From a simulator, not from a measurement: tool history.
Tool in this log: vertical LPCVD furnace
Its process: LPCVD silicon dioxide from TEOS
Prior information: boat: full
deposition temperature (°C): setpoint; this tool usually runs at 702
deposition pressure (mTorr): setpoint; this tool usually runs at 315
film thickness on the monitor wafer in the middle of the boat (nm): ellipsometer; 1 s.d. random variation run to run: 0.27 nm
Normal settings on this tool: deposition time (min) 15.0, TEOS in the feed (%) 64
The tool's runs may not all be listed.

| run | hour | deposition temperature (°C) | deposition pressure (mTorr) | deposition time (min) | TEOS in the feed (%) | read-back reference wafer on the same gauge, thickness | film thickness on the monitor wafer in the middle of the boat (nm) |
|---|---|---|---|---|---|---|---|
| 1 | 0.0 | 702 | 295 | 15.0 | 64 | 148.00 | 127.35 |
| 2 | 19.4 | 702 | 315 | 15.0 | 64 | 148.01 | 130.88 |
|  | 47.9 | gauge calibrated |
| 3 | 74.8 | 702 | 315 | 15.0 | 64 | 148.02 | 131.44 |
| 4 | 104.5 | 702 | 315 | 15.0 | 64 | 148.08 | 131.44 |
| 5 | 137.6 | 702 | 315 | 15.0 | 64 | 148.10 | 131.72 |
| 6 | 173.2 | 702 | 315 | 15.0 | 64 | 147.91 | 131.48 |
| 7 | 191.0 | 702 | 315 | 15.0 | 64 | 148.00 | 132.15 |
| 8 | 205.4 | 702 | 315 | 15.0 | 64 | 148.01 | 131.52 |
|  | 239.3 | TEOS flow controller replaced |
| 9 | 239.8 | 696 | 315 | 15.0 | 64 | 148.00 | 115.19 |
| 10 | 252.9 | 702 | 315 | 15.0 | 64 | 148.01 | 132.11 |
|  | 299.6 | thermocouples replaced and temperature profile calibrated |
| 11 | 300.1 | 702 | 375 | 17.5 | 76 | 147.93 | 187.53 |
| 12 | 307.7 | 702 | 315 | 15.0 | 64 | 148.01 | 134.63 |
| 13 | 336.3 | 702 | 345 | 17.0 | 72 | 147.95 | 169.92 |
| 14 | 348.3 | 713 | 355 | 10.0 | 64 | 147.88 | 122.55 |
|  | 373.8 | pressure gauge zeroed |
| 15 | 377.0 | 702 | 315 | 18.0 | 59 | 147.92 | 155.49 |
| 16 | 402.1 | 702 | 315 | 15.0 | 64 | 148.03 | 134.79 |
| 17 | 426.4 | 702 | 315 | 15.0 | 74 | 148.00 | 145.73 |
|  | 464.2 | thermocouples replaced and temperature profile calibrated, repeated, since the last time left the tool worse |
| 18 | 464.7 | 708 | 315 | 11.5 | 64 | 148.05 | 113.06 |
| 19 | 484.0 | 702 | 315 | 21.0 | 64 | 147.91 | 178.92 |
| 20 | 506.3 | 696 | 240 | 15.0 | 64 | 148.06 | 96.90 |
| 21 | 518.4 | 702 | 375 | 17.5 | 76 | 148.13 | 177.59 |
| 22 | 539.3 | 702 | 315 | 15.0 | 72 | 147.90 | 135.72 |
| 23 | 571.9 | 702 | 370 | 12.0 | 52 | 148.12 | 100.22 |
| 24 | 607.1 | 702 | 315 | 15.0 | 64 | 148.08 | 128.60 |
| 25 | 633.9 | 710 | 315 | 15.0 | 64 | 148.03 | 154.33 |
| 26 | 649.1 | 702 | 340 | 15.0 | 64 | 148.13 | 133.45 |
| 27 | 683.2 | 702 | 250 | 15.0 | 64 | 148.00 | 114.27 |
| 28 | 701.3 | 702 | 315 | 15.0 | 77 | 147.95 | 141.06 |
| 29 | 723.5 | 702 | 315 | 15.0 | 64 | 148.06 | 128.93 |
| 30 | 749.2 | 693 | 315 | 12.0 | 75 | 148.01 | 89.87 |
| 31 | 773.4 | 691 | 265 | 11.0 | 64 | 147.99 | 66.78 |
| 32 | 788.4 | 702 | 315 | 15.0 | 64 | 148.05 | 128.08 |

What would each run have given without the hidden state, its run-to-run variation left as it was?
The hidden state here: true tube temperature minus thermocouple reading, K; true pressure minus gauge reading, mTorr; deviation of the TEOS flow from its setpoint, %; gauge reads high (%).
| run | film thickness on the monitor wafer in the middle of the boat (nm) |
|---|---|
| 1 | 123.67 |
| 2 | 127.08 |
| 3 | 127.54 |
| 4 | 127.49 |
| 5 | 127.71 |
| 6 | 127.43 |
| 7 | 128.05 |
| 8 | 127.42 |
| 9 | 111.51 |
| 10 | 127.92 |
| 11 | 177.41 |
| 12 | 127.35 |
| 13 | 160.69 |
| 14 | 116.02 |
| 15 | 146.97 |
| 16 | 127.36 |
| 17 | 137.67 |
| 18 | 112.66 |
| 19 | 178.24 |
| 20 | 96.50 |
| 21 | 176.85 |
| 22 | 135.12 |
| 23 | 99.73 |
| 24 | 127.93 |
| 25 | 153.49 |
| 26 | 132.69 |
| 27 | 113.58 |
| 28 | 140.17 |
| 29 | 128.09 |
| 30 | 89.24 |
| 31 | 66.30 |
| 32 | 127.14 |

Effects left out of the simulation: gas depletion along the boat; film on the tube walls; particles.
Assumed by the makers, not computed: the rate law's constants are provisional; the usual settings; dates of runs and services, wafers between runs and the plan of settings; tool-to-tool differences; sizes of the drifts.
